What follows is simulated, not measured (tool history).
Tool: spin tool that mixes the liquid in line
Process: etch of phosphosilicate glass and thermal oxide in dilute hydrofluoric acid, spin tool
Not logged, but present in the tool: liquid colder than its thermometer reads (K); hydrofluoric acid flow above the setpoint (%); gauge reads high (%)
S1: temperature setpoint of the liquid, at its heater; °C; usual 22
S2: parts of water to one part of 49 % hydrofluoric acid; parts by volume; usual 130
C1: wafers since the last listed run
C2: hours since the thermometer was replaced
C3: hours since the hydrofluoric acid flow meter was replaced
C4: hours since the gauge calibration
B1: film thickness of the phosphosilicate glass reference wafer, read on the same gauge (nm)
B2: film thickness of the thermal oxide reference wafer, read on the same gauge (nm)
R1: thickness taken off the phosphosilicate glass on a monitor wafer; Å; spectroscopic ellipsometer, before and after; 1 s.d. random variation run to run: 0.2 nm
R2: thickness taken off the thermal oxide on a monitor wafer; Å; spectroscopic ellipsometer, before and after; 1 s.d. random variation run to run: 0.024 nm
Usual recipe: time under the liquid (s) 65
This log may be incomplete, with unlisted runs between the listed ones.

{"run": 1, "hour": 0.0, "S1": 22, "S2": 110, "time under the liquid (s)": 65, "C1": 0, "C2": 2907.3, "C3": 1760.1, "C4": 208.3, "B1": 150, "B2": 90.005, "R1": 580.8, "R2": 29.58}
{"run": 2, "hour": 10.3, "S1": 22, "S2": 110, "time under the liquid (s)": 65, "C1": 138, "C2": 2917.6, "C3": 1770.4, "C4": 218.6, "B1": 149.98, "B2": 89.973, "R1": 575.1, "R2": 29.82}
{"run": 3, "hour": 25.2, "S1": 22, "S2": 130, "time under the liquid (s)": 65, "C1": 200, "C2": 2932.5, "C3": 1785.3, "C4": 233.5, "B1": 150, "B2": 90.004, "R1": 478.5, "R2": 24.87}
{"run": 4, "hour": 37.1, "S1": 19.5, "S2": 130, "time under the liquid (s)": 65, "C1": 160, "C2": 2944.4, "C3": 1797.2, "C4": 245.4, "B1": 149.98, "B2": 89.999, "R1": 433.2, "R2": 22.74}
{"run": 5, "hour": 51.3, "S1": 19.5, "S2": 130, "time under the liquid (s)": 65, "C1": 191, "C2": 2958.6, "C3": 1811.4, "C4": 259.6, "B1": 150, "B2": 89.996, "R1": 436.2, "R2": 22.22}
{"run": 6, "hour": 63.5, "S1": 24.5, "S2": 130, "time under the liquid (s)": 75, "C1": 164, "C2": 2970.8, "C3": 1823.6, "C4": 271.8, "B1": 149.99, "B2": 89.964, "R1": 615.2, "R2": 31.82}
{"run": 7, "hour": 78.8, "S1": 22, "S2": 160, "time under the liquid (s)": 65, "C1": 205, "C2": 2986.1, "C3": 1838.9, "C4": 287.1, "B1": 149.99, "B2": 89.981, "R1": 379.8, "R2": 19.72}
{"run": 8, "hour": 87.0, "S1": 22, "S2": 130, "time under the liquid (s)": 65, "C1": 110, "C2": 2994.3, "C3": 1847.1, "C4": 295.3, "B1": 149.98, "B2": 89.981, "R1": 480.1, "R2": 24.88}
{"run": 9, "hour": 97.1, "S1": 22, "S2": 130, "time under the liquid (s)": 65, "C1": 135, "C2": 3004.4, "C3": 1857.2, "C4": 305.4, "B1": 149.97, "B2": 90.003, "R1": 483.4, "R2": 24.53}
{"run": 10, "hour": 103.9, "S1": 19, "S2": 160, "time under the liquid (s)": 65, "C1": 91, "C2": 3011.2, "C3": 1864, "C4": 312.2, "B1": 150, "B2": 89.952, "R1": 338.1, "R2": 17.09}
{"hour": 108.8, "done": "thermometer replaced"}
{"run": 11, "hour": 116.2, "S1": 22, "S2": 165, "time under the liquid (s)": 75, "C1": 152, "C2": 7.4, "C3": 1876.3, "C4": 324.5, "B1": 149.99, "B2": 90.034, "R1": 421.2, "R2": 21.49}
{"run": 12, "hour": 130.6, "S1": 22, "S2": 130, "time under the liquid (s)": 65, "C1": 193, "C2": 21.8, "C3": 1890.7, "C4": 338.9, "B1": 150.03, "B2": 89.995, "R1": 478.3, "R2": 24.63}
{"run": 13, "hour": 138.1, "S1": 27, "S2": 80, "time under the liquid (s)": 90, "C1": 100, "C2": 29.3, "C3": 1898.2, "C4": 346.4, "B1": 149.98, "B2": 89.958, "R1": 1415.2, "R2": 73.01}
{"hour": 144.5, "done": "gauge calibrated"}
{"run": 14, "hour": 147.5, "S1": 22, "S2": 130, "time under the liquid (s)": 85, "C1": 126, "C2": 38.7, "C3": 1907.6, "C4": 3, "B1": 150.01, "B2": 90.031, "R1": 631.9, "R2": 32.31}
{"run": 15, "hour": 187.4, "S1": 18.5, "S2": 130, "time under the liquid (s)": 45, "C1": 536, "C2": 78.6, "C3": 1947.5, "C4": 42.9, "B1": 149.99, "B2": 90.04, "R1": 288.4, "R2": 15.01}
{"hour": 197.4, "done": "hydrofluoric acid flow meter replaced"}
{"run": 16, "hour": 201.6, "S1": 20.5, "S2": 75, "time under the liquid (s)": 65, "C1": 177, "C2": 92.8, "C3": 4.2, "C4": 57.1, "B1": 150.03, "B2": 90.003, "R1": 896.9, "R2": 46.43}
{"run": 17, "hour": 218.5, "S1": 26, "S2": 130, "time under the liquid (s)": 35, "C1": 227, "C2": 109.7, "C3": 21.1, "C4": 74, "B1": 149.99, "B2": 90, "R1": 328.8, "R2": 16.99}
{"run": 18, "hour": 233.7, "S1": 23.5, "S2": 180, "time under the liquid (s)": 65, "C1": 204, "C2": 124.9, "C3": 36.3, "C4": 89.2, "B1": 149.99, "B2": 90.014, "R1": 380.5, "R2": 19.5}
{"run": 19, "hour": 245.1, "S1": 23.5, "S2": 165, "time under the liquid (s)": 95, "C1": 153, "C2": 136.3, "C3": 47.7, "C4": 100.6, "B1": 150.01, "B2": 90.018, "R1": 617.7, "R2": 32.42}
{"run": 20, "hour": 254.3, "S1": 22, "S2": 130, "time under the liquid (s)": 65, "C1": 123, "C2": 145.5, "C3": 56.9, "C4": 109.8, "B1": 149.97, "B2": 89.994, "R1": 522.3, "R2": 26.82}
{"hour": 255.9, "done": "hydrofluoric acid flow meter replaced, repeated, since the last time left the tool worse"}
{"run": 21, "hour": 267.2, "S1": 25, "S2": 170, "time under the liquid (s)": 25, "C1": 160, "C2": 158.4, "C3": 11.3, "C4": 122.7, "B1": 150.02, "B2": 89.985, "R1": 140.5, "R2": 7.24}
{"run": 22, "hour": 277.3, "S1": 22, "S2": 130, "time under the liquid (s)": 30, "C1": 135, "C2": 168.5, "C3": 21.4, "C4": 132.8, "B1": 149.98, "B2": 90.012, "R1": 205.4, "R2": 10.52}
{"run": 23, "hour": 285.3, "S1": 22, "S2": 190, "time under the liquid (s)": 65, "C1": 107, "C2": 176.5, "C3": 29.4, "C4": 140.8, "B1": 149.97, "B2": 89.969, "R1": 283.3, "R2": 14.59}
{"run": 24, "hour": 297.3, "S1": 22, "S2": 130, "time under the liquid (s)": 65, "C1": 161, "C2": 188.5, "C3": 41.4, "C4": 152.8, "B1": 150.01, "B2": 90.041, "R1": 444.1, "R2": 22.99}
{"run": 25, "hour": 311.6, "S1": 22, "S2": 130, "time under the liquid (s)": 65, "C1": 192, "C2": 202.8, "C3": 55.7, "C4": 167.1, "B1": 150.01, "B2": 90.012, "R1": 445.8, "R2": 22.87}
{"run": 26, "hour": 321.7, "S1": 22, "S2": 130, "time under the liquid (s)": 65, "C1": 135, "C2": 212.9, "C3": 65.8, "C4": 177.2, "B1": 150.02, "B2": 89.997, "R1": 443.6, "R2": 23}

Hidden state, per run?
liquid colder than its thermometer reads (K): 0, the same for each run
gauge reads high (%): 0, the same for each run
H1: hydrofluoric acid flow above the setpoint (%)
run=1 H1=7.35
run=2 H1=7.39
run=3 H1=7.45
run=4 H1=7.5
run=5 H1=7.55
run=6 H1=7.6
run=7 H1=7.66
run=8 H1=7.69
run=9 H1=7.73
run=10 H1=7.75
run=11 H1=7.8
run=12 H1=7.85
run=13 H1=7.88
run=14 H1=7.92
run=15 H1=8.07
run=16 H1=15.4
run=17 H1=15.5
run=18 H1=15.5
run=19 H1=15.6
run=20 H1=15.6
run=21 H1=0.116
run=22 H1=0.155
run=23 H1=0.186
run=24 H1=0.232
run=25 H1=0.287
run=26 H1=0.325
